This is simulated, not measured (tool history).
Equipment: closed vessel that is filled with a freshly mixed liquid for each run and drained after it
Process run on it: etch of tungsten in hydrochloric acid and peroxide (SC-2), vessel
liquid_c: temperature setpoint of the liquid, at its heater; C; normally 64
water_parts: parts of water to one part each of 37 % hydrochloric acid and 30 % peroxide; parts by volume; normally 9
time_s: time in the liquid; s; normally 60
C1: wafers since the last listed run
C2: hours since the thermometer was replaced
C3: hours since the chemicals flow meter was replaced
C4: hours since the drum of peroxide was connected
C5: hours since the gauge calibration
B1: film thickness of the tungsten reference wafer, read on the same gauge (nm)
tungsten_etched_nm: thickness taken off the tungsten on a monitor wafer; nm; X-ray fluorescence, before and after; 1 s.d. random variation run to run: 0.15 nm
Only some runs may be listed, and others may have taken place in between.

run 1 hour=0 | liquid_c=64 water_parts=9 time_s=60 | C1=0 C2=1239.3 C3=1838.1 C4=701.5 C5=529.9 | B1=140.02 | tungsten_etched_nm=45.86
run 2 hour=28.5 | liquid_c=64 water_parts=9 time_s=60 | C1=2739 C2=1267.8 C3=1866.6 C4=730 C5=558.4 | B1=139.96 | tungsten_etched_nm=45.93
run 3 hour=57.3 | liquid_c=64 water_parts=9 time_s=60 | C1=2768 C2=1296.6 C3=1895.4 C4=758.8 C5=587.2 | B1=139.96 | tungsten_etched_nm=45.83
run 4 hour=78.1 | liquid_c=64 water_parts=7.5 time_s=60 | C1=1999 C2=1317.4 C3=1916.2 C4=779.6 C5=608 | B1=139.95 | tungsten_etched_nm=53.03
run 5 hour=93.5 | liquid_c=64 water_parts=7.5 time_s=60 | C1=1480 C2=1332.8 C3=1931.6 C4=795 C5=623.4 | B1=140 | tungsten_etched_nm=52.91
run 6 hour=112.2 | liquid_c=64 water_parts=7.5 time_s=60 | C1=1797 C2=1351.5 C3=1950.3 C4=813.7 C5=642.1 | B1=140.01 | tungsten_etched_nm=53.38
run 7 hour=126.5 | liquid_c=64 water_parts=9 time_s=60 | C1=1374 C2=1365.8 C3=1964.6 C4=828 C5=656.4 | B1=139.99 | tungsten_etched_nm=46.08
run 8 hour=139.2 | liquid_c=64 water_parts=9 time_s=60 | C1=1220 C2=1378.5 C3=1977.3 C4=840.7 C5=669.1 | B1=140.03 | tungsten_etched_nm=45.72
-- hour=150.8 new drum of peroxide connected
run 9 hour=164.7 | liquid_c=64 water_parts=9 time_s=60 | C1=2355 C2=1404 C3=2002.8 C4=13.9 C5=694.6 | B1=140 | tungsten_etched_nm=46.12
run 10 hour=184.1 | liquid_c=64 water_parts=9 time_s=60 | C1=1864 C2=1423.4 C3=2022.2 C4=33.3 C5=714 | B1=139.99 | tungsten_etched_nm=46.22
run 11 hour=215.2 | liquid_c=64 water_parts=9 time_s=60 | C1=2989 C2=1454.5 C3=2053.3 C4=64.4 C5=745.1 | B1=140.05 | tungsten_etched_nm=46.13
run 12 hour=245.2 | liquid_c=64 water_parts=9 time_s=60 | C1=2883 C2=1484.5 C3=2083.3 C4=94.4 C5=775.1 | B1=140.01 | tungsten_etched_nm=46
run 13 hour=265.7 | liquid_c=64 water_parts=11.5 time_s=70 | C1=1970 C2=1505 C3=2103.8 C4=114.9 C5=795.6 | B1=139.98 | tungsten_etched_nm=44.19
run 14 hour=290.7 | liquid_c=67 water_parts=4.5 time_s=80 | C1=2403 C2=1530 C3=2128.8 C4=139.9 C5=820.6 | B1=140.04 | tungsten_etched_nm=123.67
-- hour=306.3 gauge calibrated
run 15 hour=314.2 | liquid_c=54 water_parts=13.5 time_s=30 | C1=2259 C2=1553.5 C3=2152.3 C4=163.4 C5=7.9 | B1=139.99 | tungsten_etched_nm=8.81
run 16 hour=341.4 | liquid_c=64 water_parts=9 time_s=60 | C1=2614 C2=1580.7 C3=2179.5 C4=190.6 C5=35.1 | B1=140.03 | tungsten_etched_nm=46.51
-- hour=342.4 thermometer replaced
run 17 hour=363.3 | liquid_c=64 water_parts=9 time_s=60 | C1=2009 C2=20.9 C3=2201.4 C4=212.5 C5=57 | B1=139.97 | tungsten_etched_nm=46.25
run 18 hour=381.3 | liquid_c=54.5 water_parts=5.5 time_s=75 | C1=1730 C2=38.9 C3=2219.4 C4=230.5 C5=75 | B1=140.03 | tungsten_etched_nm=46.3
run 19 hour=406.5 | liquid_c=71 water_parts=6 time_s=45 | C1=2422 C2=64.1 C3=2244.6 C4=255.7 C5=100.2 | B1=140.02 | tungsten_etched_nm=72.27
run 20 hour=427.8 | liquid_c=59 water_parts=9 time_s=60 | C1=2047 C2=85.4 C3=2265.9 C4=277 C5=121.5 | B1=140 | tungsten_etched_nm=34.08
-- hour=443 chemicals flow meter replaced
run 21 hour=450 | liquid_c=64 water_parts=9 time_s=45 | C1=2038 C2=107.6 C3=7 C4=299.2 C5=143.7 | B1=140.02 | tungsten_etched_nm=32.33
run 22 hour=466.1 | liquid_c=68.5 water_parts=9 time_s=45 | C1=1547 C2=123.7 C3=23.1 C4=315.3 C5=159.8 | B1=140.03 | tungsten_etched_nm=42.18
run 23 hour=495.4 | liquid_c=55 water_parts=7.5 time_s=80 | C1=2816 C2=153 C3=52.4 C4=344.6 C5=189.1 | B1=139.94 | tungsten_etched_nm=37.65
run 24 hour=530.1 | liquid_c=69.5 water_parts=9 time_s=90 | C1=3335 C2=187.7 C3=87.1 C4=379.3 C5=223.8 | B1=139.94 | tungsten_etched_nm=89.8
run 25 hour=561.8 | liquid_c=69.5 water_parts=10.5 time_s=85 | C1=3047 C2=219.4 C3=118.8 C4=411 C5=255.5 | B1=140.02 | tungsten_etched_nm=74.63
run 26 hour=584.8 | liquid_c=69.5 water_parts=9 time_s=90 | C1=2211 C2=242.4 C3=141.8 C4=434 C5=278.5 | B1=140 | tungsten_etched_nm=90.18
run 27 hour=624.2 | liquid_c=61 water_parts=6 time_s=35 | C1=3787 C2=281.8 C3=181.2 C4=473.4 C5=317.9 | B1=139.99 | tungsten_etched_nm=28.9
run 28 hour=652.3 | liquid_c=72 water_parts=13 time_s=40 | C1=2701 C2=309.9 C3=209.3 C4=501.5 C5=346 | B1=140.06 | tungsten_etched_nm=34.28
run 29 hour=694 | liquid_c=64 water_parts=12 time_s=80 | C1=4008 C2=351.6 C3=251 C4=543.2 C5=387.7 | B1=139.97 | tungsten_etched_nm=45.39
run 30 hour=712.1 | liquid_c=64 water_parts=9 time_s=60 | C1=1740 C2=369.7 C3=269.1 C4=561.3 C5=405.8 | B1=139.96 | tungsten_etched_nm=43.65
run 31 hour=731.8 | liquid_c=64 water_parts=5.5 time_s=60 | C1=1893 C2=389.4 C3=288.8 C4=581 C5=425.5 | B1=139.95 | tungsten_etched_nm=64

A few steps of tungsten_etched_nm between consecutive runs. Split each: what settings, incoming material and random variation would produce without the hidden state, and what is left over for the hidden state, along with gauge scatter present in only one of the two compared results (measured, and without hidden state):
Hidden conditions of the tool in this case: liquid hotter than its thermometer reads (K); chemicals flow above the setpoint (%); peroxide weaker than its label (%); gauge reads high (%).
Run 13 -> 14: liquid_c 64 -> 67, water_parts 11.5 -> 4.5, time_s 70 -> 80. tungsten_etched_nm +79.48 nm: hidden state +4.24, all else +75.24.
Run 14 -> 15: liquid_c 67 -> 54, water_parts 4.5 -> 13.5, time_s 80 -> 30, gauge calibrated. tungsten_etched_nm -114.86 nm: hidden state -6.83, all else -108.03.
Run 15 -> 16: liquid_c 54 -> 64, water_parts 13.5 -> 9, time_s 30 -> 60. tungsten_etched_nm +37.7 nm: hidden state +2.73, all else +34.97.
Run 26 -> 27: liquid_c 69.5 -> 61, water_parts 9 -> 6, time_s 90 -> 35. tungsten_etched_nm -61.28 nm: hidden state -0.3, all else -60.98.
